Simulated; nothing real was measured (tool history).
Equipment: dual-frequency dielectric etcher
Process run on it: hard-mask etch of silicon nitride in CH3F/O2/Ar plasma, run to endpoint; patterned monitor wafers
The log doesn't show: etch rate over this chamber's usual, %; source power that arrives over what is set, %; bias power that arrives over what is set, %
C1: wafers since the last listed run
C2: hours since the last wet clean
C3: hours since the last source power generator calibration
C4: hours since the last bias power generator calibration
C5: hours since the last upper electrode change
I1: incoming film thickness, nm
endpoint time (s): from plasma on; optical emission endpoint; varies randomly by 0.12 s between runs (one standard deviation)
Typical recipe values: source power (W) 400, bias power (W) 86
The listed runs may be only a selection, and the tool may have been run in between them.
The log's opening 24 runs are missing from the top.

Run 25, hour 622.8: usual settings but source power (W) 310; C1 119; C2 439.8; C3 3903.8; C4 276.3; C5 2175.0; I1 28.91. Result: endpoint time (s) 46.9.
Run 26, hour 640.3: usual settings but source power (W) 440, bias power (W) 76; C1 158; C2 457.3; C3 3921.3; C4 293.8; C5 2192.5; I1 28.98. Result: endpoint time (s) 42.1.
At hour 648.7: source power generator calibrated.
At hour 697.4: upper electrode replaced.
Run 27, hour 697.9: usual settings but bias power (W) 103; C1 267; C2 514.9; C3 49.2; C4 351.4; C5 0.5; I1 28.60. Result: endpoint time (s) 37.6.
At hour 743.1: wet clean of the chamber.
Run 28, hour 753.4: usual settings but source power (W) 340; C1 284; C2 10.3; C3 104.7; C4 406.9; C5 56.0; I1 28.66. Result: endpoint time (s) 43.6.
Run 29, hour 765.4: usual settings; C1 108; C2 22.3; C3 116.7; C4 418.9; C5 68.0; I1 29.06. Result: endpoint time (s) 41.0.
Run 30, hour 781.5: usual settings but source power (W) 370, bias power (W) 104; C1 145; C2 38.4; C3 132.8; C4 435.0; C5 84.1; I1 28.92. Result: endpoint time (s) 38.5.
Run 31, hour 855.7: usual settings but bias power (W) 106; C1 670; C2 112.6; C3 207.0; C4 509.2; C5 158.3; I1 28.70. Result: endpoint time (s) 36.9.
Run 32, hour 878.2: usual settings but source power (W) 360, bias power (W) 95; C1 203; C2 135.1; C3 229.5; C4 531.7; C5 180.8; I1 28.69. Result: endpoint time (s) 40.8.
Run 33, hour 910.6: usual settings but source power (W) 360, bias power (W) 104; C1 292; C2 167.5; C3 261.9; C4 564.1; C5 213.2; I1 28.90. Result: endpoint time (s) 39.5.
Run 34, hour 925.6: usual settings but source power (W) 460, bias power (W) 77; C1 135; C2 182.5; C3 276.9; C4 579.1; C5 228.2; I1 28.69. Result: endpoint time (s) 40.6.
Run 35, hour 952.3: usual settings but source power (W) 460, bias power (W) 64; C1 241; C2 209.2; C3 303.6; C4 605.8; C5 254.9; I1 28.73. Result: endpoint time (s) 44.6.
Run 36, hour 983.6: usual settings but source power (W) 360, bias power (W) 104; C1 283; C2 240.5; C3 334.9; C4 637.1; C5 286.2; I1 28.78. Result: endpoint time (s) 39.6.

Here are 3 independent what-if runs from the current tool condition. What would each one return?
Run A, hour 984.0: usual settings but source power (W) 470; C1 3; C2 240.9; C3 335.3; C4 637.5; C5 286.6; I1 28.60. Result: endpoint time (s) ?.
Run B, hour 984.0: usual settings but source power (W) 310, bias power (W) 70; C1 3; C2 240.9; C3 335.3; C4 637.5; C5 286.6; I1 28.60. Result: endpoint time (s) ?.
Run C, hour 984.0: usual settings but source power (W) 430, bias power (W) 106; C1 3; C2 240.9; C3 335.3; C4 637.5; C5 286.6; I1 28.60. Result: endpoint time (s) ?.

run  endpoint time (s)
  A               38.1
  B               51.7
  C               35.9
The same runs, with their run-to-run variation unchanged, on a tool lacking any hidden condition would have given:
run  endpoint time (s)
  A               37.1
  B               50.4
  C               35.0

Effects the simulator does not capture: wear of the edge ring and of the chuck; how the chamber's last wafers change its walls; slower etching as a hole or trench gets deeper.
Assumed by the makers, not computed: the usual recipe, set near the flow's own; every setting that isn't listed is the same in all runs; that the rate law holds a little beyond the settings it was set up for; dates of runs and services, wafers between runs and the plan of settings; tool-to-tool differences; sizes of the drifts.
